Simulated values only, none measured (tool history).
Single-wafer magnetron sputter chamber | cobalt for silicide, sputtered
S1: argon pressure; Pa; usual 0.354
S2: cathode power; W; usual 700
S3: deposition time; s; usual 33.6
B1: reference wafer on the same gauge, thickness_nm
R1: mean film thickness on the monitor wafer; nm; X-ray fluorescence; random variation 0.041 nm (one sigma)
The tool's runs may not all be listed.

| run | hour | S1 | S2 | S3 | B1 | R1 |
|---|---|---|---|---|---|---|
| 1 | 0.0 | 0.354 | 700 | 33.6 | 10.996 | 11.451 |
| 2 | 49.9 | 0.354 | 700 | 33.6 | 11.008 | 11.372 |
|  | 92.1 | sputter target and shields replaced |
| 3 | 102.9 | 0.354 | 700 | 33.6 | 11.004 | 11.643 |
| 4 | 151.8 | 0.354 | 700 | 33.6 | 11.005 | 11.585 |
| 5 | 202.9 | 0.354 | 700 | 33.6 | 11.005 | 11.561 |
| 6 | 263.7 | 0.354 | 700 | 33.6 | 10.989 | 11.421 |
| 7 | 289.2 | 0.354 | 700 | 33.6 | 11.004 | 11.379 |
| 8 | 349.0 | 0.354 | 700 | 33.6 | 10.994 | 11.303 |
|  | 375.5 | sputter target and shields replaced |
| 9 | 376.0 | 0.354 | 700 | 33.6 | 10.998 | 11.645 |
| 10 | 421.6 | 0.354 | 700 | 30.3 | 10.991 | 10.443 |
| 11 | 484.5 | 0.354 | 700 | 30.3 | 11.013 | 10.358 |
| 12 | 541.1 | 0.354 | 700 | 30.3 | 11.007 | 10.282 |
| 13 | 585.7 | 0.354 | 750 | 33.6 | 10.994 | 12.153 |
| 14 | 648.4 | 0.354 | 700 | 33.6 | 11.001 | 11.274 |
|  | 690.0 | sputter target and shields replaced |
| 15 | 718.5 | 0.354 | 700 | 30.3 | 10.997 | 10.352 |
|  | 730.6 | magnet pack replaced |
|  | 735.3 | capacitance manometer re-zeroed and calibrated |
| 16 | 840.5 | 0.354 | 900 | 35.6 | 10.989 | 15.692 |
|  | 856.6 | gauge calibrated |
|  | 981.6 | sputter target and shields replaced |
| 17 | 982.1 | 0.397 | 850 | 39.7 | 11.003 | 16.683 |
| 18 | 1013.4 | 0.354 | 700 | 33.6 | 11.007 | 11.745 |
| 19 | 1051.0 | 0.354 | 700 | 33.6 | 11.016 | 11.625 |
| 20 | 1104.7 | 0.393 | 700 | 33.6 | 10.990 | 11.342 |
| 21 | 1166.3 | 0.226 | 700 | 33.6 | 11.007 | 12.041 |
| 22 | 1210.4 | 0.354 | 700 | 33.6 | 10.999 | 11.431 |
| 23 | 1241.3 | 0.400 | 850 | 33.6 | 10.996 | 13.675 |
| 24 | 1287.8 | 0.354 | 600 | 35.4 | 10.998 | 10.266 |
|  | 1300.5 | sputter target and shields replaced |
| 25 | 1329.2 | 0.414 | 700 | 33.6 | 10.999 | 11.375 |
| 26 | 1374.4 | 0.404 | 700 | 33.6 | 10.995 | 11.375 |
| 27 | 1433.8 | 0.392 | 750 | 28.2 | 10.999 | 10.201 |

Forecast each of these 3 alternatives for the next run:
| A | 1434.2 | 0.354 | 700 | 33.6 | ? | ? |
| B | 1434.2 | 0.354 | 700 | 27.4 | ? | ? |
| C | 1434.2 | 0.440 | 700 | 33.6 | ? | ? |

| run | B1 | R1 |
|---|---|---|
| A | 10.988 | 11.531 |
| B | 10.988 | 9.403 |
| C | 10.988 | 11.178 |
Without the tool's hidden state the same runs would have given:
| run | R1 |
|---|---|
| A | 11.833 |
| B | 9.649 |
| C | 11.507 |
